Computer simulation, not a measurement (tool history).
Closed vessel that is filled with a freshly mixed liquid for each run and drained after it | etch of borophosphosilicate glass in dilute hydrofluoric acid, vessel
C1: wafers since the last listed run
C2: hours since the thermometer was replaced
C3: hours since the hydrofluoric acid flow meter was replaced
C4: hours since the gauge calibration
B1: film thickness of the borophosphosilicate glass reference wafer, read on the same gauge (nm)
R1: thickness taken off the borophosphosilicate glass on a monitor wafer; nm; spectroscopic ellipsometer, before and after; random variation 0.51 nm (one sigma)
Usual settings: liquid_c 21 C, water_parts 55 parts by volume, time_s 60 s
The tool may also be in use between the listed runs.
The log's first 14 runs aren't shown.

run 15 hour=719.3 | liquid_c=21 water_parts=55 time_s=60 | C1=3235 C2=735.7 C3=556.6 C4=384.1 | B1=130.03 | R1=64.88
run 16 hour=790.5 | liquid_c=17 water_parts=55 time_s=45 | C1=4634 C2=806.9 C3=627.8 C4=455.3 | B1=130.02 | R1=41.75
run 17 hour=826.6 | liquid_c=17 water_parts=55 time_s=45 | C1=2349 C2=843 C3=663.9 C4=491.4 | B1=130.01 | R1=42.45
-- hour=834.6 hydrofluoric acid flow meter replaced
run 18 hour=864.5 | liquid_c=18.5 water_parts=55 time_s=60 | C1=2402 C2=880.9 C3=29.9 C4=529.3 | B1=129.98 | R1=54.31
run 19 hour=923.2 | liquid_c=23.5 water_parts=55 time_s=60 | C1=3821 C2=939.6 C3=88.6 C4=588 | B1=129.96 | R1=67.12
run 20 hour=989 | liquid_c=21 water_parts=55 time_s=60 | C1=4283 C2=1005.4 C3=154.4 C4=653.8 | B1=130.03 | R1=62.18
run 21 hour=1060.4 | liquid_c=23 water_parts=55 time_s=60 | C1=4647 C2=1076.8 C3=225.8 C4=725.2 | B1=129.99 | R1=67.54
run 22 hour=1119.5 | liquid_c=17.5 water_parts=40 time_s=85 | C1=3847 C2=1135.9 C3=284.9 C4=784.3 | B1=130.02 | R1=106.3
run 23 hour=1152.5 | liquid_c=17 water_parts=85 time_s=30 | C1=2148 C2=1168.9 C3=317.9 C4=817.3 | B1=130.01 | R1=16.52
run 24 hour=1181.3 | liquid_c=24.5 water_parts=80 time_s=30 | C1=1874 C2=1197.7 C3=346.7 C4=846.1 | B1=129.98 | R1=24.15
run 25 hour=1205.8 | liquid_c=19.5 water_parts=40 time_s=60 | C1=1594 C2=1222.2 C3=371.2 C4=870.6 | B1=130.01 | R1=82.61
run 26 hour=1237.8 | liquid_c=21 water_parts=35 time_s=60 | C1=2083 C2=1254.2 C3=403.2 C4=902.6 | B1=129.93 | R1=100.18
run 27 hour=1280.1 | liquid_c=21 water_parts=55 time_s=60 | C1=2753 C2=1296.5 C3=445.5 C4=944.9 | B1=130.01 | R1=64.73
run 28 hour=1331.2 | liquid_c=21 water_parts=55 time_s=60 | C1=3326 C2=1347.6 C3=496.6 C4=996 | B1=130 | R1=64.82
run 29 hour=1400.9 | liquid_c=22.5 water_parts=40 time_s=85 | C1=4537 C2=1417.3 C3=566.3 C4=1065.7 | B1=130.03 | R1=139.84
-- hour=1411.6 hydrofluoric acid flow meter replaced
run 30 hour=1464.7 | liquid_c=23.5 water_parts=30 time_s=60 | C1=4087 C2=1481.1 C3=53.1 C4=1129.5 | B1=130.02 | R1=128.34
run 31 hour=1508.7 | liquid_c=18 water_parts=65 time_s=40 | C1=2864 C2=1525.1 C3=97.1 C4=1173.5 | B1=130 | R1=29.95
run 32 hour=1544.4 | liquid_c=21 water_parts=70 time_s=60 | C1=2323 C2=1560.8 C3=132.8 C4=1209.2 | B1=129.93 | R1=47.85

Forecast each of these 3 alternatives for the next run:
run A hour=1545.1 | liquid_c=21 water_parts=55 time_s=60 | C1=45 C2=1561.5 C3=133.5 C4=1209.9 | B1=? | R1=?
run B hour=1545.1 | liquid_c=21 water_parts=55 time_s=95 | C1=45 C2=1561.5 C3=133.5 C4=1209.9 | B1=? | R1=?
run C hour=1545.1 | liquid_c=19.5 water_parts=55 time_s=60 | C1=45 C2=1561.5 C3=133.5 C4=1209.9 | B1=? | R1=?

run=A B1=129.99 R1=62.13
run=B B1=129.99 R1=98.37
run=C B1=129.99 R1=58.34
Without the tool's hidden state the same runs would have given:
run=A R1=58.36
run=B R1=92.4
run=C R1=54.78
